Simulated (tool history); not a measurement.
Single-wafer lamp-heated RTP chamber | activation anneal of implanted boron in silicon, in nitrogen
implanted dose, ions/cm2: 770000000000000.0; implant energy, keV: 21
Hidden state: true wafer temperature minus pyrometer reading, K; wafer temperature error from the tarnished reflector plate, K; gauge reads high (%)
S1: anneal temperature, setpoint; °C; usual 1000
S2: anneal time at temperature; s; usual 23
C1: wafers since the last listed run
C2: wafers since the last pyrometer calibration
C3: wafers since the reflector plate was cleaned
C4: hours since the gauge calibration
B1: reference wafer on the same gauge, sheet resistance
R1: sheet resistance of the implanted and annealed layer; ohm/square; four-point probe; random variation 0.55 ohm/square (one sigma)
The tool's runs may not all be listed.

run 1 day=0 | S1=1000 S2=23 | C1=0 C2=5528 C3=1690 C4=332.1 | B1=143.03 | R1=162.3
-- day=0.592 pyrometer window cleaned and pyrometer calibrated
run 2 day=2.738 | S1=1000 S2=23 | C1=1264 C2=1128 C3=2954 C4=397.8 | B1=143.04 | R1=161.07
run 3 day=5.204 | S1=1000 S2=23 | C1=1297 C2=2425 C3=4251 C4=457 | B1=143.23 | R1=160.8
run 4 day=6.696 | S1=1000 S2=23 | C1=784 C2=3209 C3=5036 C4=492.8 | B1=142.95 | R1=161.52
-- day=8.025 reflector plate cleaned
run 5 day=8.046 | S1=1000 S2=23 | C1=534 C2=3744 C3=10 C4=525.2 | B1=143.05 | R1=162.13
-- day=10.242 pyrometer window cleaned and pyrometer calibrated
run 6 day=14.133 | S1=1000 S2=23 | C1=3025 C2=2045 C3=3035 C4=671.3 | B1=142.95 | R1=161.59
run 7 day=15.238 | S1=1000 S2=23 | C1=580 C2=2626 C3=3616 C4=697.8 | B1=143.34 | R1=160.8
-- day=18.65 reflector plate cleaned
-- day=20.458 pyrometer window cleaned and pyrometer calibrated
run 8 day=20.742 | S1=986 S2=23 | C1=2543 C2=149 C3=924 C4=829.9 | B1=143.03 | R1=166.37
run 9 day=23.683 | S1=1017 S2=33 | C1=1546 C2=1696 C3=2471 C4=900.5 | B1=143.02 | R1=157.68
run 10 day=24.988 | S1=1017 S2=33 | C1=685 C2=2382 C3=3157 C4=931.8 | B1=142.97 | R1=157.27
run 11 day=26.483 | S1=1000 S2=23 | C1=786 C2=3168 C3=3943 C4=967.7 | B1=143.14 | R1=159.86
-- day=28.546 reflector plate cleaned
run 12 day=29.096 | S1=1000 S2=23 | C1=1198 C2=4367 C3=289 C4=1030.4 | B1=142.89 | R1=162.18
-- day=30.75 pyrometer window cleaned and pyrometer calibrated
-- day=32.725 gauge calibrated
run 13 day=33.283 | S1=1013 S2=35 | C1=2026 C2=1332 C3=2315 C4=13.4 | B1=142.94 | R1=157.94
run 14 day=35.058 | S1=1018 S2=15 | C1=933 C2=2265 C3=3249 C4=56 | B1=143.1 | R1=158.64
-- day=39.083 reflector plate cleaned
run 15 day=39.112 | S1=974 S2=16 | C1=1956 C2=4222 C3=15 C4=153.3 | B1=143.22 | R1=179.54
-- day=41.892 pyrometer window cleaned and pyrometer calibrated
run 16 day=41.912 | S1=1014 S2=35 | C1=1297 C2=11 C3=1312 C4=220.5 | B1=143.03 | R1=158.47
run 17 day=42.996 | S1=1000 S2=13 | C1=569 C2=581 C3=1882 C4=246.5 | B1=143.08 | R1=163.27
run 18 day=45.562 | S1=989 S2=14 | C1=1349 C2=1931 C3=3231 C4=308.1 | B1=143.02 | R1=165.51
run 19 day=48.525 | S1=1000 S2=16 | C1=1557 C2=3488 C3=4789 C4=379.2 | B1=143 | R1=161.76
-- day=50.338 reflector plate cleaned
run 20 day=51.183 | S1=973 S2=31 | C1=1222 C2=4711 C3=445 C4=443 | B1=142.99 | R1=173.39

Forecast each of these 5 alternatives for the next run:
run A day=51.2 | S1=1023 S2=23 | C1=8 C2=4720 C3=454 C4=443.4 | B1=? | R1=?
run B day=51.2 | S1=987 S2=27 | C1=8 C2=4720 C3=454 C4=443.4 | B1=? | R1=?
run C day=51.2 | S1=1024 S2=10 | C1=8 C2=4720 C3=454 C4=443.4 | B1=? | R1=?
run D day=51.2 | S1=1026 S2=13 | C1=8 C2=4720 C3=454 C4=443.4 | B1=? | R1=?
run E day=51.2 | S1=1012 S2=9 | C1=8 C2=4720 C3=454 C4=443.4 | B1=? | R1=?

run=A B1=142.86 R1=157.87
run=B B1=142.86 R1=166.06
run=C B1=142.86 R1=158.98
run=D B1=142.86 R1=158.41
run=E B1=142.86 R1=161.1
Without the tool's hidden state the same runs would have given:
run=A R1=158.02
run=B R1=166.76
run=C R1=159.16
run=D R1=158.55
run=E R1=161.42
